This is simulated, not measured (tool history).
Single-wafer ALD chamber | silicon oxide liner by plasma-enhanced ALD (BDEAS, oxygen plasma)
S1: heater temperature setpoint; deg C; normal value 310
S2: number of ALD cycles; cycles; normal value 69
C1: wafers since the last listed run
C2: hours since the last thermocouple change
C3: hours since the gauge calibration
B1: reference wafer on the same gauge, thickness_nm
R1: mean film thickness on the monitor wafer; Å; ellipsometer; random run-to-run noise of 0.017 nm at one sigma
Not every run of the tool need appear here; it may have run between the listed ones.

Run 1, hour 0: usual settings; C1 0; C2 952; C3 258.8; B1 7.15. Result: R1 68.75 Å.
Run 2, hour 35.2: usual settings but S2 64 cycles; C1 226; C2 987.2; C3 294; B1 7.156. Result: R1 64.1 Å.
Run 3, hour 67.8: usual settings but S2 64 cycles; C1 210; C2 1019.8; C3 326.6; B1 7.161. Result: R1 64.17 Å.
Run 4, hour 82.1: usual settings but S2 64 cycles; C1 92; C2 1034.1; C3 340.9; B1 7.159. Result: R1 64 Å.
Run 5, hour 101.4: usual settings but S2 61 cycles; C1 124; C2 1053.4; C3 360.2; B1 7.164. Result: R1 61.39 Å.
Run 6, hour 115: usual settings but S2 61 cycles; C1 87; C2 1067; C3 373.8; B1 7.161. Result: R1 61.15 Å.
Run 7, hour 130.9: usual settings; C1 102; C2 1082.9; C3 389.7; B1 7.164. Result: R1 68.88 Å.
Run 8, hour 162.4: usual settings; C1 203; C2 1114.4; C3 421.2; B1 7.16. Result: R1 69.04 Å.
Run 9, hour 188.4: usual settings but S1 301 deg C, S2 77 cycles; C1 167; C2 1140.4; C3 447.2; B1 7.163. Result: R1 77.86 Å.
At hour 199.3: gauge calibrated.
Run 10, hour 218.1: usual settings but S1 295 deg C, S2 77 cycles; C1 191; C2 1170.1; C3 18.8; B1 7.075. Result: R1 78.27 Å.
Run 11, hour 231.9: usual settings but S1 305 deg C, S2 81 cycles; C1 88; C2 1183.9; C3 32.6; B1 7.087. Result: R1 80.57 Å.
At hour 243.6: thermocouple changed; heater temperature recalibrated.
Run 12, hour 244.4: usual settings; C1 29; C2 0.8; C3 45.1; B1 7.095. Result: R1 68.45 Å.
Run 13, hour 257.7: usual settings; C1 85; C2 14.1; C3 58.4; B1 7.105. Result: R1 68.56 Å.
Run 14, hour 270.9: usual settings; C1 85; C2 27.3; C3 71.6; B1 7.109. Result: R1 68.86 Å.
Run 15, hour 295.2: usual settings but S1 324 deg C, S2 73 cycles; C1 156; C2 51.6; C3 95.9; B1 7.121. Result: R1 71.54 Å.
Run 16, hour 327.9: usual settings but S1 303 deg C, S2 78 cycles; C1 210; C2 84.3; C3 128.6; B1 7.132. Result: R1 78.57 Å.
Run 17, hour 353: usual settings but S1 316 deg C, S2 76 cycles; C1 161; C2 109.4; C3 153.7; B1 7.14. Result: R1 75.13 Å.

Forecast each of these 3 alternatives for the next run:
Run A, hour 353.5: usual settings; C1 3; C2 109.9; C3 154.2; B1 ?. Result: R1 ?.
Run B, hour 353.5: usual settings but S1 298 deg C, S2 64 cycles; C1 3; C2 109.9; C3 154.2; B1 ?. Result: R1 ?.
Run C, hour 353.5: usual settings but S1 317 deg C, S2 75 cycles; C1 3; C2 109.9; C3 154.2; B1 ?. Result: R1 ?.

run    B1     R1
  A  7.14  69.04
  B  7.14  65.08
  C  7.14  74.39
Without the tool's unlogged condition, the same runs would have read:
run     R1
  A  68.25
  B  64.33
  C  73.53
